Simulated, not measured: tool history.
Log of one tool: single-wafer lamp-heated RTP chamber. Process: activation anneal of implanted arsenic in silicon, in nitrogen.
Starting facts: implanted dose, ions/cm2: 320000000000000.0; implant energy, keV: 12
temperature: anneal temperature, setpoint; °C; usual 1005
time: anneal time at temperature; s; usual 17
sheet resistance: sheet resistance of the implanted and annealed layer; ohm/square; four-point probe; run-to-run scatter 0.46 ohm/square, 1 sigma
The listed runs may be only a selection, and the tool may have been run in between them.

run,hour,temperature,time,wafers since the last listed run,wafers since the last pyrometer calibration,wafers since the reflector plate was cleaned,hours since the gauge calibration,"read-back reference wafer on the same gauge, sheet resistance",sheet resistance
1,0,1005,17,0,2379,4391,494.8,339.01,307.42
2,104.9,1005,17,2138,4517,6530,599.7,338.91,307.75
3,168.3,1005,17,1292,5810,7822,663.1,338.99,307.01
4,208.5,1005,17,819,6630,8642,703.3,339.05,306.16
5,286.7,1005,17,1594,8224,10236,781.5,339.02,305.88
# hour 306.6: pyrometer window cleaned and pyrometer calibrated
# hour 364.6: reflector plate cleaned
6,371.2,1005,17,1396,1155,134,866,339.11,308.17
7,445.8,1005,17,1521,2676,1655,940.6,339.02,306.97
8,549.4,1005,17,2112,4788,3767,1044.2,339.02,307.19
# hour 565.5: gauge calibrated
9,647.6,1005,14,2002,6790,5769,82.1,339.04,307.22
10,700.3,1029,26,1074,7865,6844,134.8,339.07,295.79
# hour 726.5: pyrometer window cleaned and pyrometer calibrated
11,788,1018,22,1625,1253,8469,222.5,339.13,303.56
# hour 814.8: reflector plate cleaned
12,847.7,1020,17,1054,2308,670,282.2,339.04,304.19
13,891.9,992,14,901,3209,1572,326.4,338.95,311.2
14,957.5,1005,17,1337,4546,2909,392,339.12,307.08
15,1049.1,1023,17,1867,6414,4777,483.6,339.04,302.89
16,1086.1,1030,21,754,7168,5531,520.6,339.05,298.08
# hour 1126.7: pyrometer window cleaned and pyrometer calibrated
17,1187.2,1005,17,1898,1234,7430,621.7,339.11,308.01

Below are 4 alternative next runs, each starting from the tool's condition after run 17. Predict each:
A,1187.6,1005,10,8,1242,7438,622.1,?,?
B,1187.6,978,21,8,1242,7438,622.1,?,?
C,1187.6,993,12,8,1242,7438,622.1,?,?
D,1187.6,984,17,8,1242,7438,622.1,?,?

run,"read-back reference wafer on the same gauge, sheet resistance",sheet resistance
A,338.89,311.4
B,338.89,310.47
C,338.89,311.86
D,338.89,310.94
What these runs would have given with no unlogged condition in the tool:
run,sheet resistance
A,311.68
B,310.75
C,312.13
D,311.22

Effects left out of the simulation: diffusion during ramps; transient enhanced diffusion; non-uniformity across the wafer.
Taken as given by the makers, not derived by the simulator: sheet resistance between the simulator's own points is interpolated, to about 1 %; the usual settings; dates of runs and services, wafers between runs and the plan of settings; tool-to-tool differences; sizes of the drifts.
